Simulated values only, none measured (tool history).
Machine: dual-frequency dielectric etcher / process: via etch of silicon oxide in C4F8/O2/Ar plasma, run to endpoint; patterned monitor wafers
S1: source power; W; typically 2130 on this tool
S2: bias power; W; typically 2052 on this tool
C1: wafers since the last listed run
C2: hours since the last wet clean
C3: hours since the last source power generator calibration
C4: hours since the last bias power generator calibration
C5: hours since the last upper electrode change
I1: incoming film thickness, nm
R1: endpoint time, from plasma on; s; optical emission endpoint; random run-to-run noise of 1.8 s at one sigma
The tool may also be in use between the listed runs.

{"run": 1, "hour": 0.0, "S1": 2130, "S2": 2052, "C1": 0, "C2": 54.5, "C3": 3254.2, "C4": 2020.5, "C5": 2030.8, "I1": 1229.8, "R1": 239.2}
{"run": 2, "hour": 39.0, "S1": 2130, "S2": 2052, "C1": 175, "C2": 93.5, "C3": 3293.2, "C4": 2059.5, "C5": 2069.8, "I1": 1248.6, "R1": 240}
{"run": 3, "hour": 105.6, "S1": 2130, "S2": 2052, "C1": 299, "C2": 160.1, "C3": 3359.8, "C4": 2126.1, "C5": 2136.4, "I1": 1226.8, "R1": 238.1}
{"run": 4, "hour": 169.6, "S1": 2130, "S2": 2052, "C1": 287, "C2": 224.1, "C3": 3423.8, "C4": 2190.1, "C5": 2200.4, "I1": 1227.4, "R1": 234.5}
{"run": 5, "hour": 224.0, "S1": 2130, "S2": 2052, "C1": 244, "C2": 278.5, "C3": 3478.2, "C4": 2244.5, "C5": 2254.8, "I1": 1243.8, "R1": 241.5}
{"run": 6, "hour": 268.9, "S1": 2130, "S2": 2052, "C1": 201, "C2": 323.4, "C3": 3523.1, "C4": 2289.4, "C5": 2299.7, "I1": 1225.2, "R1": 236.5}
{"run": 7, "hour": 364.5, "S1": 2130, "S2": 2052, "C1": 429, "C2": 419, "C3": 3618.7, "C4": 2385, "C5": 2395.3, "I1": 1226.3, "R1": 237.8}
{"run": 8, "hour": 415.7, "S1": 2130, "S2": 2052, "C1": 230, "C2": 470.2, "C3": 3669.9, "C4": 2436.2, "C5": 2446.5, "I1": 1232.1, "R1": 237}
{"run": 9, "hour": 509.7, "S1": 1920, "S2": 2195, "C1": 422, "C2": 564.2, "C3": 3763.9, "C4": 2530.2, "C5": 2540.5, "I1": 1228.3, "R1": 240.8}
{"hour": 553.0, "done": "wet clean of the chamber"}
{"run": 10, "hour": 560.0, "S1": 1920, "S2": 2052, "C1": 118, "C2": 7, "C3": 3814.2, "C4": 2580.5, "C5": 2590.8, "I1": 1229.4, "R1": 245.8}
{"hour": 589.1, "done": "upper electrode replaced"}
{"run": 11, "hour": 615.7, "S1": 1920, "S2": 2052, "C1": 142, "C2": 62.7, "C3": 3869.9, "C4": 2636.2, "C5": 26.6, "I1": 1228.2, "R1": 244.4}
{"run": 12, "hour": 707.8, "S1": 1920, "S2": 2052, "C1": 414, "C2": 154.8, "C3": 3962, "C4": 2728.3, "C5": 118.7, "I1": 1234.2, "R1": 250.5}
{"run": 13, "hour": 787.4, "S1": 2130, "S2": 2248, "C1": 357, "C2": 234.4, "C3": 4041.6, "C4": 2807.9, "C5": 198.3, "I1": 1236.9, "R1": 235.1}
{"run": 14, "hour": 888.8, "S1": 2130, "S2": 2230, "C1": 455, "C2": 335.8, "C3": 4143, "C4": 2909.3, "C5": 299.7, "I1": 1234.7, "R1": 232.9}
{"hour": 976.7, "done": "source power generator calibrated"}
{"run": 15, "hour": 981.0, "S1": 2130, "S2": 2052, "C1": 396, "C2": 428, "C3": 4.3, "C4": 3001.5, "C5": 391.9, "I1": 1236.2, "R1": 239.7}
{"run": 16, "hour": 1018.8, "S1": 1720, "S2": 2052, "C1": 169, "C2": 465.8, "C3": 42.1, "C4": 3039.3, "C5": 429.7, "I1": 1235.9, "R1": 253.4}
{"hour": 1054.5, "done": "bias power generator calibrated"}
{"run": 17, "hour": 1083.1, "S1": 2510, "S2": 1558, "C1": 271, "C2": 530.1, "C3": 106.4, "C4": 28.6, "C5": 494, "I1": 1230.1, "R1": 249.8}
{"hour": 1108.6, "done": "wet clean of the chamber"}
{"run": 18, "hour": 1137.5, "S1": 2130, "S2": 2052, "C1": 136, "C2": 28.9, "C3": 160.8, "C4": 83, "C5": 548.4, "I1": 1226.8, "R1": 238.5}
{"run": 19, "hour": 1208.6, "S1": 2550, "S2": 2464, "C1": 319, "C2": 100, "C3": 231.9, "C4": 154.1, "C5": 619.5, "I1": 1244.1, "R1": 212.5}
{"run": 20, "hour": 1291.0, "S1": 2130, "S2": 2408, "C1": 370, "C2": 182.4, "C3": 314.3, "C4": 236.5, "C5": 701.9, "I1": 1232.5, "R1": 228}
{"run": 21, "hour": 1393.0, "S1": 2600, "S2": 1759, "C1": 458, "C2": 284.4, "C3": 416.3, "C4": 338.5, "C5": 803.9, "I1": 1240.6, "R1": 239.4}
{"run": 22, "hour": 1452.3, "S1": 2130, "S2": 1597, "C1": 266, "C2": 343.7, "C3": 475.6, "C4": 397.8, "C5": 863.2, "I1": 1227, "R1": 261.9}
{"run": 23, "hour": 1537.7, "S1": 1930, "S2": 2429, "C1": 384, "C2": 429.1, "C3": 561, "C4": 483.2, "C5": 948.6, "I1": 1235.6, "R1": 230.2}
{"run": 24, "hour": 1630.9, "S1": 2130, "S2": 1576, "C1": 419, "C2": 522.3, "C3": 654.2, "C4": 576.4, "C5": 1041.8, "I1": 1233.2, "R1": 265.3}
{"hour": 1656.6, "done": "wet clean of the chamber"}
{"run": 25, "hour": 1710.9, "S1": 2130, "S2": 2052, "C1": 251, "C2": 54.3, "C3": 734.2, "C4": 656.4, "C5": 1121.8, "I1": 1224, "R1": 235.3}
{"run": 26, "hour": 1807.7, "S1": 1920, "S2": 2052, "C1": 435, "C2": 151.1, "C3": 831, "C4": 753.2, "C5": 1218.6, "I1": 1225.6, "R1": 245}
{"run": 27, "hour": 1909.9, "S1": 1720, "S2": 2052, "C1": 459, "C2": 253.3, "C3": 933.2, "C4": 855.4, "C5": 1320.8, "I1": 1230.4, "R1": 254.7}
{"run": 28, "hour": 1983.7, "S1": 2130, "S2": 2052, "C1": 331, "C2": 327.1, "C3": 1007, "C4": 929.2, "C5": 1394.6, "I1": 1231.9, "R1": 239.1}
{"run": 29, "hour": 2021.4, "S1": 2130, "S2": 1891, "C1": 169, "C2": 364.8, "C3": 1044.7, "C4": 966.9, "C5": 1432.3, "I1": 1234.3, "R1": 249.3}
{"run": 30, "hour": 2092.5, "S1": 1730, "S2": 2224, "C1": 319, "C2": 435.9, "C3": 1115.8, "C4": 1038, "C5": 1503.4, "I1": 1239.2, "R1": 246}
{"run": 31, "hour": 2131.1, "S1": 2130, "S2": 2052, "C1": 173, "C2": 474.5, "C3": 1154.4, "C4": 1076.6, "C5": 1542, "I1": 1230.2, "R1": 239}
{"run": 32, "hour": 2168.0, "S1": 2660, "S2": 1923, "C1": 165, "C2": 511.4, "C3": 1191.3, "C4": 1113.5, "C5": 1578.9, "I1": 1242.6, "R1": 230}
{"hour": 2194.5, "done": "wet clean of the chamber"}
{"run": 33, "hour": 2214.2, "S1": 1740, "S2": 2274, "C1": 99, "C2": 19.7, "C3": 1237.5, "C4": 1159.7, "C5": 1625.1, "I1": 1228.9, "R1": 240.4}
{"run": 34, "hour": 2264.6, "S1": 2410, "S2": 1834, "C1": 226, "C2": 70.1, "C3": 1287.9, "C4": 1210.1, "C5": 1675.5, "I1": 1232.3, "R1": 238.1}

Hidden state at the last listed run before each entry between runs and at the first one after, where it differs:
After run 9, before run 10: wet clean of the chamber (hour 553)
  both runs share identical hidden conditions
After run 10, before run 11: upper electrode replaced (hour 589.1)
  both runs share identical hidden conditions
After run 14, before run 15: source power generator calibrated (hour 976.7)
  both runs share identical hidden conditions
After run 16, before run 17: bias power generator calibrated (hour 1054.5)
  both runs share identical hidden conditions
After run 17, before run 18: wet clean of the chamber (hour 1108.6)
  both runs share identical hidden conditions
After run 24, before run 25: wet clean of the chamber (hour 1656.6)
  both runs share identical hidden conditions
After run 32, before run 33: wet clean of the chamber (hour 2194.5)
  both runs share identical hidden conditions
